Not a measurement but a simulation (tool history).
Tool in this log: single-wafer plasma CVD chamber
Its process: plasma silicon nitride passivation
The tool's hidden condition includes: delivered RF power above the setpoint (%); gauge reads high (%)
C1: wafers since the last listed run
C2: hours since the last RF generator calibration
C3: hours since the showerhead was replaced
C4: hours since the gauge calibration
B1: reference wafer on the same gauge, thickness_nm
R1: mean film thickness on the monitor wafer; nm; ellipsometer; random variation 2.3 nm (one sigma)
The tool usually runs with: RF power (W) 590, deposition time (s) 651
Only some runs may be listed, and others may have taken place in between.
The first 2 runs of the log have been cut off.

run 3 hour=56.5 | RF_power_(W)=645 deposition_time_(s)=651 | C1=62 C2=1141.4 C3=2004.6 C4=1277 | B1=957.011 | R1=995.379
run 4 hour=123.5 | RF_power_(W)=590 deposition_time_(s)=651 | C1=136 C2=1208.4 C3=2071.6 C4=1344 | B1=956.17 | R1=980.053
run 5 hour=159.3 | RF_power_(W)=590 deposition_time_(s)=651 | C1=73 C2=1244.2 C3=2107.4 C4=1379.8 | B1=956.505 | R1=976.83
run 6 hour=195.3 | RF_power_(W)=590 deposition_time_(s)=651 | C1=73 C2=1280.2 C3=2143.4 C4=1415.8 | B1=957.524 | R1=975.08
run 7 hour=234.4 | RF_power_(W)=590 deposition_time_(s)=651 | C1=79 C2=1319.3 C3=2182.5 C4=1454.9 | B1=957.37 | R1=980.356
run 8 hour=282 | RF_power_(W)=590 deposition_time_(s)=651 | C1=97 C2=1366.9 C3=2230.1 C4=1502.5 | B1=957.657 | R1=976.08
run 9 hour=322.4 | RF_power_(W)=655 deposition_time_(s)=572 | C1=82 C2=1407.3 C3=2270.5 C4=1542.9 | B1=956.265 | R1=877.328
run 10 hour=386 | RF_power_(W)=655 deposition_time_(s)=572 | C1=129 C2=1470.9 C3=2334.1 C4=1606.5 | B1=957.226 | R1=878.565
run 11 hour=414.6 | RF_power_(W)=655 deposition_time_(s)=572 | C1=58 C2=1499.5 C3=2362.7 C4=1635.1 | B1=956.751 | R1=872.917
run 12 hour=480.6 | RF_power_(W)=590 deposition_time_(s)=651 | C1=134 C2=1565.5 C3=2428.7 C4=1701.1 | B1=957.781 | R1=977.045
run 13 hour=522.6 | RF_power_(W)=590 deposition_time_(s)=651 | C1=85 C2=1607.5 C3=2470.7 C4=1743.1 | B1=956.527 | R1=973.385
-- hour=539.3 gauge calibrated
run 14 hour=579.5 | RF_power_(W)=590 deposition_time_(s)=651 | C1=116 C2=1664.4 C3=2527.6 C4=40.2 | B1=957.908 | R1=971.089
run 15 hour=616.3 | RF_power_(W)=555 deposition_time_(s)=595 | C1=75 C2=1701.2 C3=2564.4 C4=77 | B1=956.732 | R1=881.287
run 16 hour=661 | RF_power_(W)=555 deposition_time_(s)=595 | C1=91 C2=1745.9 C3=2609.1 C4=121.7 | B1=957.211 | R1=877.406
run 17 hour=685.3 | RF_power_(W)=590 deposition_time_(s)=699 | C1=49 C2=1770.2 C3=2633.4 C4=146 | B1=957.012 | R1=1043.929
run 18 hour=730.4 | RF_power_(W)=590 deposition_time_(s)=699 | C1=92 C2=1815.3 C3=2678.5 C4=191.1 | B1=956.321 | R1=1043.069
-- hour=790.8 RF generator calibrated
run 19 hour=791.3 | RF_power_(W)=660 deposition_time_(s)=559 | C1=107 C2=0.5 C3=2739.4 C4=252 | B1=957.294 | R1=860.849
run 20 hour=849.2 | RF_power_(W)=590 deposition_time_(s)=651 | C1=118 C2=58.4 C3=2797.3 C4=309.9 | B1=956.966 | R1=984.237

Expected results for the next run?
run 21 hour=887.4 | RF_power_(W)=475 deposition_time_(s)=708 | C1=77 C2=96.6 C3=2835.5 C4=348.1 | B1=? | R1=?

Logged for run 21: B1 957.28, R1 1034.351 nm.
If the tool had no hidden condition, the same run with the same run-to-run variation would have returned R1 1035.325 nm.
